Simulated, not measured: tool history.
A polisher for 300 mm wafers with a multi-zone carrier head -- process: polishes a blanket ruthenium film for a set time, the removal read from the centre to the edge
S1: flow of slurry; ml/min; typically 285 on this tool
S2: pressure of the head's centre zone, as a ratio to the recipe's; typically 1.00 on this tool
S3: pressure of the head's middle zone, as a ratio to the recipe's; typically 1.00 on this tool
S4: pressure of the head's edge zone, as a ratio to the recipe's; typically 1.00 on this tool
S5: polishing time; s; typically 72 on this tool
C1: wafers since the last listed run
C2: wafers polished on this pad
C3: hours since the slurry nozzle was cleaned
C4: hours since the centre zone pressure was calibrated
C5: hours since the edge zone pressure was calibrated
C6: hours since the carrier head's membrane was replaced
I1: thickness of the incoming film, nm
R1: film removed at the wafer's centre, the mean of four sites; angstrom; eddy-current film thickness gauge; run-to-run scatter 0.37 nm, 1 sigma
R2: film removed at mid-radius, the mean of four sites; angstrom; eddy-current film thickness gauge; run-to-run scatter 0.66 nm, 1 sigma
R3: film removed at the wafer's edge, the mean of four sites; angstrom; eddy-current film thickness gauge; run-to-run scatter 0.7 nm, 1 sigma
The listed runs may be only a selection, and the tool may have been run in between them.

Run 1, day 0.000: usual settings; C1 0; C2 2753; C3 904.6; C4 1376.9; C5 93.4; C6 92.2; I1 369.2. Result: R1 468 angstrom, R2 508 angstrom, R3 507 angstrom.
Run 2, day 0.900: usual settings; C1 282; C2 3035; C3 926.2; C4 1398.5; C5 115.0; C6 113.8; I1 372.1. Result: R1 468 angstrom, R2 511 angstrom, R3 505 angstrom.
Run 3, day 1.504: usual settings but S2 0.90, S5 65 s; C1 189; C2 3225; C3 940.7; C4 1413.0; C5 129.5; C6 128.3; I1 365.7. Result: R1 385 angstrom, R2 465 angstrom, R3 451 angstrom.
At day 1.604: slurry nozzle cleaned.
Run 4, day 2.379: usual settings but S5 93 s; C1 261; C2 3486; C3 18.6; C4 1434.0; C5 150.5; C6 149.3; I1 373.4. Result: R1 618 angstrom, R2 650 angstrom, R3 641 angstrom.
At day 2.862: worn pad replaced by a new one.
Run 5, day 3.758: usual settings but S1 225 ml/min, S4 0.91, S5 92 s; C1 380; C2 281; C3 51.7; C4 1467.1; C5 183.6; C6 182.4; I1 365.8. Result: R1 577 angstrom, R2 619 angstrom, R3 589 angstrom.
Run 6, day 5.071: usual settings; C1 412; C2 693; C3 83.2; C4 1498.6; C5 215.1; C6 213.9; I1 366.2. Result: R1 467 angstrom, R2 509 angstrom, R3 508 angstrom.
Run 7, day 6.246: usual settings; C1 368; C2 1062; C3 111.4; C4 1526.8; C5 243.3; C6 242.1; I1 366.4. Result: R1 467 angstrom, R2 494 angstrom, R3 497 angstrom.
At day 6.800: centre zone pressure recalibrated.
Run 8, day 9.862: usual settings; C1 1109; C2 2171; C3 198.2; C4 73.5; C5 330.1; C6 328.9; I1 366.8. Result: R1 491 angstrom, R2 504 angstrom, R3 494 angstrom.
Run 9, day 10.904: usual settings but S2 1.09; C1 326; C2 2498; C3 223.2; C4 98.5; C5 355.1; C6 353.9; I1 369.1. Result: R1 546 angstrom, R2 494 angstrom, R3 499 angstrom.
Run 10, day 11.450: usual settings but S5 59 s; C1 171; C2 2669; C3 236.3; C4 111.6; C5 368.2; C6 367.0; I1 367.0. Result: R1 407 angstrom, R2 410 angstrom, R3 414 angstrom.
Run 11, day 12.054: usual settings but S5 85 s; C1 189; C2 2859; C3 250.8; C4 126.1; C5 382.7; C6 381.5; I1 369.8. Result: R1 594 angstrom, R2 591 angstrom, R3 598 angstrom.
At day 12.942: worn pad replaced by a new one.
Run 12, day 12.962: usual settings but S1 230 ml/min, S2 1.05; C1 232; C2 6; C3 272.6; C4 147.9; C5 404.5; C6 403.3; I1 363.5. Result: R1 497 angstrom, R2 487 angstrom, R3 490 angstrom.
Run 13, day 13.425: usual settings but S2 0.89, S4 1.05, S5 84 s; C1 145; C2 151; C3 283.7; C4 159.0; C5 415.6; C6 414.4; I1 370.8. Result: R1 520 angstrom, R2 580 angstrom, R3 597 angstrom.
Run 14, day 14.321: usual settings; C1 281; C2 432; C3 305.2; C4 180.5; C5 437.1; C6 435.9; I1 368.9. Result: R1 491 angstrom, R2 506 angstrom, R3 499 angstrom.
Run 15, day 15.117: usual settings; C1 249; C2 682; C3 324.3; C4 199.6; C5 456.2; C6 455.0; I1 376.0. Result: R1 491 angstrom, R2 501 angstrom, R3 497 angstrom.
Run 16, day 15.708: usual settings but S1 240 ml/min, S5 52 s; C1 185; C2 868; C3 338.5; C4 213.8; C5 470.4; C6 469.2; I1 369.3. Result: R1 350 angstrom, R2 354 angstrom, R3 343 angstrom.
Run 17, day 17.767: usual settings but S2 1.09; C1 646; C2 1514; C3 387.9; C4 263.2; C5 519.8; C6 518.6; I1 370.2. Result: R1 539 angstrom, R2 500 angstrom, R3 508 angstrom.
Run 18, day 19.179: usual settings; C1 443; C2 1957; C3 421.8; C4 297.1; C5 553.7; C6 552.5; I1 369.6. Result: R1 494 angstrom, R2 497 angstrom, R3 506 angstrom.
Run 19, day 20.208: usual settings; C1 323; C2 2280; C3 446.5; C4 321.8; C5 578.4; C6 577.2; I1 366.0. Result: R1 499 angstrom, R2 489 angstrom, R3 494 angstrom.
Run 20, day 21.092: usual settings but S2 0.89, S3 1.03, S5 58 s; C1 277; C2 2558; C3 467.7; C4 343.0; C5 599.6; C6 598.4; I1 364.8. Result: R1 353 angstrom, R2 401 angstrom, R3 402 angstrom.
At day 22.038: worn pad replaced by a new one.
Run 21, day 22.058: usual settings but S1 215 ml/min, S4 1.06, S5 63 s; C1 251; C2 6; C3 490.9; C4 366.2; C5 622.8; C6 621.6; I1 371.7. Result: R1 413 angstrom, R2 431 angstrom, R3 430 angstrom.
Run 22, day 25.979: usual settings but S4 0.89; C1 1230; C2 1237; C3 585.0; C4 460.3; C5 716.9; C6 715.7; I1 369.5. Result: R1 495 angstrom, R2 500 angstrom, R3 485 angstrom.
Run 23, day 27.400: usual settings but S1 255 ml/min, S2 1.08, S5 60 s; C1 446; C2 1683; C3 619.1; C4 494.4; C5 751.0; C6 749.8; I1 373.6. Result: R1 436 angstrom, R2 412 angstrom, R3 416 angstrom.

Subtracting, for every run, the result it would have given without the tool's unlogged condition from the measured result gives the following. The same run-to-run variation enters both numbers; the gauge's scatter may not:
What the log doesn't record here: removal rate lost through wear of the pad, %; slurry flow missing at the pad, %; deviation of the centre zone's pressure from its setpoint, %; deviation of the edge zone's pressure from its setpoint, %.
run   R1
  1  -30
  2  -31
  3  -25
  4  -42
  5  -40
  6  -33
  7  -33
  8   -2
  9   -3
 10   -3
 11   -5
 12   -4
 13   -4
 14   -4
 15   -5
 16   -4
 17   -7
 18   -7
 19   -7
 20   -5
 21   -6
 22  -10
 23  -10
R2: differs from the measured result by no more than 1 angstrom in any run.
R3: measured minus the no-hidden-state value equals 0 in all runs.

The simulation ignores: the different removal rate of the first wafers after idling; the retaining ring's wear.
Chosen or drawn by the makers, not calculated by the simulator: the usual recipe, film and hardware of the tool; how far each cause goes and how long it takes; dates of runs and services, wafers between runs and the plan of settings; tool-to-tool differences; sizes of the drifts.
